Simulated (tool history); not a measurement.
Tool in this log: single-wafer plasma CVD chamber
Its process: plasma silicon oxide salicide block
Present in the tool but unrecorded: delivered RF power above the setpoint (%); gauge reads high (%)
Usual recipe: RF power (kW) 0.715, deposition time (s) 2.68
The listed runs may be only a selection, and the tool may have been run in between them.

run,hour,RF power (kW),deposition time (s),wafers since the last listed run,hours since the last RF generator calibration,hours since the showerhead was replaced,hours since the gauge calibration,"read-back reference wafer on the same gauge, thickness_nm",mean film thickness on the monitor wafer (Å)
1,0,0.675,2.79,0,860.4,5288.6,83.8,25.81,291.55
2,25.1,0.675,2.79,732,885.5,5313.7,108.9,25.797,291.17
3,50.1,0.675,2.79,729,910.5,5338.7,133.9,25.799,290.35
4,68.9,0.715,2.68,548,929.3,5357.5,152.7,25.8,283.47
5,102.4,0.715,2.68,977,962.8,5391,186.2,25.799,281.98
6,130.3,0.815,2.52,814,990.7,5418.9,214.1,25.802,275.19
7,151.9,0.715,2.68,630,1012.3,5440.5,235.7,25.802,282.35
# hour 172.9: RF generator calibrated
8,173.4,0.715,2.68,393,0.5,5462,257.2,25.806,286.62
# hour 190.7: gauge calibrated
9,201.9,0.715,2.68,831,29,5490.5,11.2,25.801,286.8
10,228.3,0.715,2.68,770,55.4,5516.9,37.6,25.801,286.5
11,240.7,0.605,2.89,361,67.8,5529.3,50,25.796,296.64
# hour 252.8: showerhead replaced, of another model than before
12,271,0.82,3.13,650,98.1,18.2,80.3,25.796,348.77
13,298.2,0.585,2.4,793,125.3,45.4,107.5,25.804,241.36
14,329.8,0.67,2.53,922,156.9,77,139.1,25.802,265.27
15,360.7,0.715,2.68,901,187.8,107.9,170,25.806,286.03
16,373.3,0.81,2.22,367,200.4,120.5,182.6,25.808,246.19
17,419.6,0.845,3.21,1351,246.7,166.8,228.9,25.796,359.67
18,446.5,0.605,2.29,784,273.6,193.7,255.8,25.804,232.82
# hour 481: gauge calibrated
19,481.6,0.715,2.68,1024,308.7,228.8,0.6,25.793,285.46

Alternative continuations, all from the tool just after run 19; predict every row:
A,482,0.65,2.68,11,309.1,229.2,1,?,?
B,482,0.785,3.21,11,309.1,229.2,1,?,?
C,482,0.715,2.93,11,309.1,229.2,1,?,?

run,"read-back reference wafer on the same gauge, thickness_nm",mean film thickness on the monitor wafer (Å)
A,25.809,277.8
B,25.809,351.74
C,25.809,312.34
Without the tool's unlogged condition, the same runs would have read:
run,mean film thickness on the monitor wafer (Å)
A,278.46
B,352.58
C,313.09

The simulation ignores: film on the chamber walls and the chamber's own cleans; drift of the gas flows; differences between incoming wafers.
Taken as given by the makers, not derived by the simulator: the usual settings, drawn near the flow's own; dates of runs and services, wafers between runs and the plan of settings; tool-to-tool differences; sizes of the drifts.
